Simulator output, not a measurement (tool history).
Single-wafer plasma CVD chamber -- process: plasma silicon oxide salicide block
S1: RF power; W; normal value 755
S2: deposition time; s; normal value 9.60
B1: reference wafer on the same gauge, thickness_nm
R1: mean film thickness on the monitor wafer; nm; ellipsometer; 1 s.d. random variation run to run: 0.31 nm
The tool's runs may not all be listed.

{"run": 1, "hour": 0.0, "S1": 845, "S2": 8.27, "B1": 93.028, "R1": 97.828}
{"run": 2, "hour": 66.1, "S1": 755, "S2": 9.6, "B1": 93.004, "R1": 110.203}
{"run": 3, "hour": 111.5, "S1": 815, "S2": 9.6, "B1": 92.975, "R1": 112.327}
{"run": 4, "hour": 162.8, "S1": 815, "S2": 9.6, "B1": 93.014, "R1": 111.674}
{"run": 5, "hour": 193.7, "S1": 815, "S2": 9.6, "B1": 92.984, "R1": 112.181}
{"run": 6, "hour": 264.0, "S1": 755, "S2": 9.6, "B1": 92.968, "R1": 109.359}
{"run": 7, "hour": 330.5, "S1": 755, "S2": 9.6, "B1": 92.977, "R1": 109.568}
{"hour": 374.8, "done": "RF generator calibrated"}
{"run": 8, "hour": 390.7, "S1": 755, "S2": 9.6, "B1": 93.025, "R1": 111.334}
{"run": 9, "hour": 461.2, "S1": 855, "S2": 9.6, "B1": 93.021, "R1": 114.912}
{"run": 10, "hour": 529.6, "S1": 890, "S2": 9.6, "B1": 92.986, "R1": 117.167}
{"hour": 590.8, "done": "gauge calibrated"}
{"hour": 705.7, "done": "showerhead replaced"}
{"run": 11, "hour": 712.3, "S1": 755, "S2": 10.33, "B1": 92.974, "R1": 118.86}
{"run": 12, "hour": 750.2, "S1": 755, "S2": 9.6, "B1": 93.059, "R1": 111.435}
{"run": 13, "hour": 803.6, "S1": 655, "S2": 8.14, "B1": 92.927, "R1": 90.315}
{"run": 14, "hour": 852.5, "S1": 620, "S2": 10.81, "B1": 93.025, "R1": 117.977}
{"run": 15, "hour": 902.8, "S1": 755, "S2": 9.6, "B1": 93.0, "R1": 111.322}

Branching from run 15: 4 alternative next runs. What would each branch give?
{"run": "A", "hour": 903.2, "S1": 755, "S2": 8.99, "B1": "?", "R1": "?"}
{"run": "B", "hour": 903.2, "S1": 610, "S2": 11.39, "B1": "?", "R1": "?"}
{"run": "C", "hour": 903.2, "S1": 620, "S2": 9.6, "B1": "?", "R1": "?"}
{"run": "D", "hour": 903.2, "S1": 715, "S2": 9.6, "B1": "?", "R1": "?"}

run=A B1=92.961 R1=103.911
run=B B1=92.961 R1=123.512
run=C B1=92.961 R1=104.609
run=D B1=92.961 R1=109.168
The same runs, with their run-to-run variation unchanged, on a tool lacking any hidden condition would have given:
run=A R1=104.448
run=B R1=124.151
run=C R1=105.150
run=D R1=109.733

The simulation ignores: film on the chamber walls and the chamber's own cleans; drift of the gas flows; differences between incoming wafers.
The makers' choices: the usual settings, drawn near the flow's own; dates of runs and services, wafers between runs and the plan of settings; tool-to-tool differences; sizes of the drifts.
